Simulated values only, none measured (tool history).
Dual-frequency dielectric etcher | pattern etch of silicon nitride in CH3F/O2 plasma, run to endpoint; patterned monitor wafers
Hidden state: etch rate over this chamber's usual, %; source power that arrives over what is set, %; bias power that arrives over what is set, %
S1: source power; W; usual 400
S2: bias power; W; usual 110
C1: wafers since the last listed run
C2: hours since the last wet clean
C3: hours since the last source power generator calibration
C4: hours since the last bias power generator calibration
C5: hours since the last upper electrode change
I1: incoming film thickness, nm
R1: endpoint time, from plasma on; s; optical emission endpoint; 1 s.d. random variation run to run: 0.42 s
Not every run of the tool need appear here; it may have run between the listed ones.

{"run": 1, "hour": 0.0, "S1": 450, "S2": 91, "C1": 0, "C2": 557.7, "C3": 2393.5, "C4": 3418.6, "C5": 4172.4, "I1": 86.0, "R1": 87.7}
{"hour": 63.2, "done": "wet clean of the chamber"}
{"run": 2, "hour": 63.7, "S1": 450, "S2": 91, "C1": 199, "C2": 0.5, "C3": 2457.2, "C4": 3482.3, "C5": 4236.1, "I1": 86.7, "R1": 85.3}
{"run": 3, "hour": 116.8, "S1": 450, "S2": 91, "C1": 267, "C2": 53.6, "C3": 2510.3, "C4": 3535.4, "C5": 4289.2, "I1": 86.4, "R1": 84.9}
{"run": 4, "hour": 186.6, "S1": 380, "S2": 127, "C1": 351, "C2": 123.4, "C3": 2580.1, "C4": 3605.2, "C5": 4359.0, "I1": 86.6, "R1": 83.4}
{"run": 5, "hour": 273.4, "S1": 380, "S2": 127, "C1": 436, "C2": 210.2, "C3": 2666.9, "C4": 3692.0, "C5": 4445.8, "I1": 87.7, "R1": 85.6}
{"run": 6, "hour": 348.1, "S1": 400, "S2": 98, "C1": 375, "C2": 284.9, "C3": 2741.6, "C4": 3766.7, "C5": 4520.5, "I1": 87.3, "R1": 89.7}
{"hour": 400.3, "done": "source power generator calibrated"}
{"run": 7, "hour": 446.5, "S1": 400, "S2": 110, "C1": 474, "C2": 383.3, "C3": 46.2, "C4": 3865.1, "C5": 4618.9, "I1": 87.3, "R1": 88.4}
{"hour": 478.8, "done": "upper electrode replaced"}
{"hour": 504.0, "done": "bias power generator calibrated"}
{"run": 8, "hour": 522.2, "S1": 440, "S2": 121, "C1": 239, "C2": 459.0, "C3": 121.9, "C4": 18.2, "C5": 43.4, "I1": 86.4, "R1": 83.0}
{"hour": 602.4, "done": "wet clean of the chamber"}
{"run": 9, "hour": 624.2, "S1": 350, "S2": 103, "C1": 392, "C2": 21.8, "C3": 223.9, "C4": 120.2, "C5": 145.4, "I1": 86.9, "R1": 90.7}
{"run": 10, "hour": 821.7, "S1": 480, "S2": 110, "C1": 993, "C2": 219.3, "C3": 421.4, "C4": 317.7, "C5": 342.9, "I1": 87.3, "R1": 81.7}
{"run": 11, "hour": 872.9, "S1": 350, "S2": 90, "C1": 257, "C2": 270.5, "C3": 472.6, "C4": 368.9, "C5": 394.1, "I1": 86.2, "R1": 96.0}
{"run": 12, "hour": 921.2, "S1": 320, "S2": 89, "C1": 242, "C2": 318.8, "C3": 520.9, "C4": 417.2, "C5": 442.4, "I1": 88.0, "R1": 101.7}
{"run": 13, "hour": 959.5, "S1": 350, "S2": 90, "C1": 192, "C2": 357.1, "C3": 559.2, "C4": 455.5, "C5": 480.7, "I1": 87.1, "R1": 96.5}
{"run": 14, "hour": 1042.0, "S1": 360, "S2": 131, "C1": 414, "C2": 439.6, "C3": 641.7, "C4": 538.0, "C5": 563.2, "I1": 87.1, "R1": 88.0}
{"run": 15, "hour": 1133.5, "S1": 440, "S2": 93, "C1": 460, "C2": 531.1, "C3": 733.2, "C4": 629.5, "C5": 654.7, "I1": 86.5, "R1": 90.2}
{"hour": 1165.0, "done": "wet clean of the chamber"}
{"run": 16, "hour": 1194.2, "S1": 320, "S2": 89, "C1": 184, "C2": 29.2, "C3": 793.9, "C4": 690.2, "C5": 715.4, "I1": 86.8, "R1": 97.2}

3 options for the next run, each taken on its own from the tool as it stands now. Forecast them:
{"run": "A", "hour": 1194.7, "S1": 400, "S2": 93, "C1": 2, "C2": 29.7, "C3": 794.4, "C4": 690.7, "C5": 715.9, "I1": 87.4, "R1": "?"}
{"run": "B", "hour": 1194.7, "S1": 300, "S2": 95, "C1": 2, "C2": 29.7, "C3": 794.4, "C4": 690.7, "C5": 715.9, "I1": 87.4, "R1": "?"}
{"run": "C", "hour": 1194.7, "S1": 470, "S2": 125, "C1": 2, "C2": 29.7, "C3": 794.4, "C4": 690.7, "C5": 715.9, "I1": 87.4, "R1": "?"}

run=A R1=89.4
run=B R1=98.7
run=C R1=78.1
Take away the tool's hidden state, keep each run's random variation, and the runs would have read:
run=A R1=89.1
run=B R1=98.5
run=C R1=77.9

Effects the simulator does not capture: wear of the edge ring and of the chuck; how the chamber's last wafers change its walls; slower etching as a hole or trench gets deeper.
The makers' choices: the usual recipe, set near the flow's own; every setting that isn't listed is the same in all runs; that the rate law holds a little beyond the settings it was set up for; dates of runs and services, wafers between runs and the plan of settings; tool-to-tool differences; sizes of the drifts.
